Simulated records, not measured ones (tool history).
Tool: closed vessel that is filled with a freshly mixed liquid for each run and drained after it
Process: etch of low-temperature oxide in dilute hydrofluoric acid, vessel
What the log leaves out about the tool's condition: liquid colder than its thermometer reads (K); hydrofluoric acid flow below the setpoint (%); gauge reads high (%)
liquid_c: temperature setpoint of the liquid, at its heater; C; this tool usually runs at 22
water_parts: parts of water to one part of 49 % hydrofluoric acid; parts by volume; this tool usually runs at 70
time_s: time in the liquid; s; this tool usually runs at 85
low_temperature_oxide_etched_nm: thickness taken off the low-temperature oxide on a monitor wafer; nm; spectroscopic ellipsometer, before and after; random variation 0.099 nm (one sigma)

| run | hour | liquid_c | water_parts | time_s | wafers since the last listed run | hours since the thermometer was replaced | hours since the hydrofluoric acid flow meter was replaced | hours since the gauge calibration | read-back film thickness of the low-temperature oxide reference wafer, read on the same gauge (nm) | low_temperature_oxide_etched_nm |
|---|---|---|---|---|---|---|---|---|---|---|
| 1 | 0 | 22 | 70 | 85 | 0 | 902 | 2176.3 | 146.3 | 49.99 | 29.64 |
| 2 | 12.9 | 22 | 70 | 85 | 1729 | 914.9 | 2189.2 | 159.2 | 49.99 | 29.81 |
| 3 | 26.2 | 22 | 70 | 85 | 1782 | 928.2 | 2202.5 | 172.5 | 49.97 | 29.7 |
| 4 | 44.5 | 22 | 90 | 85 | 2453 | 946.5 | 2220.8 | 190.8 | 49.99 | 22.45 |
| 5 | 65.6 | 22 | 90 | 85 | 2828 | 967.6 | 2241.9 | 211.9 | 50.02 | 22.47 |
| 6 | 87.7 | 22 | 90 | 85 | 2962 | 989.7 | 2264 | 234 | 50.02 | 22.51 |
| 7 | 108.7 | 25 | 70 | 85 | 2815 | 1010.7 | 2285 | 255 | 50 | 33.32 |
|  | 119 | gauge calibrated |
| 8 | 143.4 | 25 | 70 | 85 | 4651 | 1045.4 | 2319.7 | 24.4 | 50 | 33.19 |
| 9 | 157.6 | 22 | 70 | 85 | 1903 | 1059.6 | 2333.9 | 38.6 | 50 | 29.5 |
| 10 | 186.1 | 22 | 70 | 120 | 3820 | 1088.1 | 2362.4 | 67.1 | 49.99 | 41.42 |
| 11 | 201 | 26.5 | 35 | 115 | 1997 | 1103 | 2377.3 | 82 | 50 | 100.07 |
|  | 222.7 | hydrofluoric acid flow meter replaced |
|  | 223.4 | thermometer replaced |
| 12 | 236.3 | 22 | 70 | 85 | 4497 | 12.9 | 13.6 | 117.3 | 50.01 | 31.81 |
| 13 | 249 | 18 | 100 | 85 | 1702 | 25.6 | 26.3 | 130 | 50.01 | 18.27 |
| 14 | 278.6 | 24.5 | 80 | 85 | 3967 | 55.2 | 55.9 | 159.6 | 50.01 | 30.36 |
| 15 | 294.4 | 19.5 | 90 | 45 | 2117 | 71 | 71.7 | 175.4 | 50 | 11.55 |
| 16 | 325.7 | 18 | 60 | 50 | 4195 | 102.3 | 103 | 206.7 | 50.01 | 18.68 |
| 17 | 351.4 | 22 | 70 | 85 | 3445 | 128 | 128.7 | 232.4 | 50 | 31.59 |

3 ways to go on from here, each from the tool as it stands after run 17. What would each give?
| A | 352.1 | 22 | 70 | 35 | 93 | 128.7 | 129.4 | 233.1 | ? | ? |
| B | 352.1 | 22 | 55 | 65 | 93 | 128.7 | 129.4 | 233.1 | ? | ? |
| C | 352.1 | 22 | 70 | 50 | 93 | 128.7 | 129.4 | 233.1 | ? | ? |

| run | read-back film thickness of the low-temperature oxide reference wafer, read on the same gauge (nm) | low_temperature_oxide_etched_nm |
|---|---|---|
| A | 49.98 | 13.05 |
| B | 49.98 | 31.41 |
| C | 49.98 | 18.64 |
Stripped of hidden state, with their random variation kept, the same runs would have yielded:
| run | low_temperature_oxide_etched_nm |
|---|---|
| A | 13.2 |
| B | 31.8 |
| C | 18.86 |
